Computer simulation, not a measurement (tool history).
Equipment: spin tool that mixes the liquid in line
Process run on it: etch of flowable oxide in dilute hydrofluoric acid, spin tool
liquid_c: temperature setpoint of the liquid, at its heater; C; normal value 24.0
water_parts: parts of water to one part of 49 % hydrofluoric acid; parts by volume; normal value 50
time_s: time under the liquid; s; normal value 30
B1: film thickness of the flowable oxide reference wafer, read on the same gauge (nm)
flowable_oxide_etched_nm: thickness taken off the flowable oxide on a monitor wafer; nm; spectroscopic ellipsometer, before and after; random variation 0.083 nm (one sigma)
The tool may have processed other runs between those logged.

run 1 hour=0.0 | liquid_c=20.5 water_parts=50 time_s=40 | B1=70.04 | flowable_oxide_etched_nm=29.35
run 2 hour=69.3 | liquid_c=24.0 water_parts=50 time_s=30 | B1=69.97 | flowable_oxide_etched_nm=25.76
run 3 hour=125.1 | liquid_c=24.0 water_parts=50 time_s=30 | B1=69.97 | flowable_oxide_etched_nm=25.77
run 4 hour=194.7 | liquid_c=24.0 water_parts=50 time_s=30 | B1=70.02 | flowable_oxide_etched_nm=25.66
-- hour=238.1 gauge calibrated
run 5 hour=270.8 | liquid_c=24.0 water_parts=50 time_s=30 | B1=70.00 | flowable_oxide_etched_nm=25.57
run 6 hour=304.2 | liquid_c=24.0 water_parts=50 time_s=30 | B1=69.98 | flowable_oxide_etched_nm=25.85
run 7 hour=362.2 | liquid_c=27.5 water_parts=50 time_s=35 | B1=70.01 | flowable_oxide_etched_nm=34.43
run 8 hour=424.6 | liquid_c=27.5 water_parts=50 time_s=35 | B1=70.00 | flowable_oxide_etched_nm=34.71
run 9 hour=459.3 | liquid_c=24.0 water_parts=30 time_s=30 | B1=70.02 | flowable_oxide_etched_nm=44.09
-- hour=471.2 hydrofluoric acid flow meter replaced
run 10 hour=486.8 | liquid_c=24.0 water_parts=50 time_s=30 | B1=69.99 | flowable_oxide_etched_nm=25.07
run 11 hour=536.2 | liquid_c=27.5 water_parts=25 time_s=15 | B1=69.98 | flowable_oxide_etched_nm=29.79
run 12 hour=600.3 | liquid_c=24.0 water_parts=30 time_s=30 | B1=70.00 | flowable_oxide_etched_nm=43.09
run 13 hour=634.6 | liquid_c=27.5 water_parts=50 time_s=35 | B1=69.99 | flowable_oxide_etched_nm=33.66
run 14 hour=702.0 | liquid_c=27.0 water_parts=40 time_s=30 | B1=70.05 | flowable_oxide_etched_nm=36.03
run 15 hour=740.7 | liquid_c=24.0 water_parts=35 time_s=30 | B1=70.02 | flowable_oxide_etched_nm=36.58
-- hour=770.4 gauge calibrated
run 16 hour=786.4 | liquid_c=24.0 water_parts=50 time_s=30 | B1=70.01 | flowable_oxide_etched_nm=25.25
-- hour=828.2 thermometer replaced
run 17 hour=855.5 | liquid_c=24.0 water_parts=50 time_s=30 | B1=69.99 | flowable_oxide_etched_nm=25.29
run 18 hour=926.7 | liquid_c=24.0 water_parts=30 time_s=15 | B1=70.02 | flowable_oxide_etched_nm=21.51
run 19 hour=984.4 | liquid_c=24.0 water_parts=50 time_s=45 | B1=70.00 | flowable_oxide_etched_nm=38.18
run 20 hour=1038.8 | liquid_c=24.0 water_parts=50 time_s=50 | B1=70.02 | flowable_oxide_etched_nm=42.23
run 21 hour=1075.1 | liquid_c=25.5 water_parts=70 time_s=15 | B1=69.98 | flowable_oxide_etched_nm=9.33

Branching from run 21: 5 alternative next runs. What would each branch give?
run A hour=1075.5 | liquid_c=26.0 water_parts=50 time_s=30 | B1=? | flowable_oxide_etched_nm=?
run B hour=1075.5 | liquid_c=24.0 water_parts=70 time_s=30 | B1=? | flowable_oxide_etched_nm=?
run C hour=1075.5 | liquid_c=21.5 water_parts=70 time_s=35 | B1=? | flowable_oxide_etched_nm=?
run D hour=1075.5 | liquid_c=28.0 water_parts=50 time_s=30 | B1=? | flowable_oxide_etched_nm=?
run E hour=1075.5 | liquid_c=21.0 water_parts=70 time_s=30 | B1=? | flowable_oxide_etched_nm=?

run=A B1=70.00 flowable_oxide_etched_nm=27.46
run=B B1=70.00 flowable_oxide_etched_nm=17.62
run=C B1=70.00 flowable_oxide_etched_nm=18.55
run=D B1=70.00 flowable_oxide_etched_nm=29.76
run=E B1=70.00 flowable_oxide_etched_nm=15.57
Stripped of hidden state, with their random variation kept, the same runs would have yielded:
run=A flowable_oxide_etched_nm=26.96
run=B flowable_oxide_etched_nm=17.29
run=C flowable_oxide_etched_nm=18.21
run=D flowable_oxide_etched_nm=29.21
run=E flowable_oxide_etched_nm=15.28

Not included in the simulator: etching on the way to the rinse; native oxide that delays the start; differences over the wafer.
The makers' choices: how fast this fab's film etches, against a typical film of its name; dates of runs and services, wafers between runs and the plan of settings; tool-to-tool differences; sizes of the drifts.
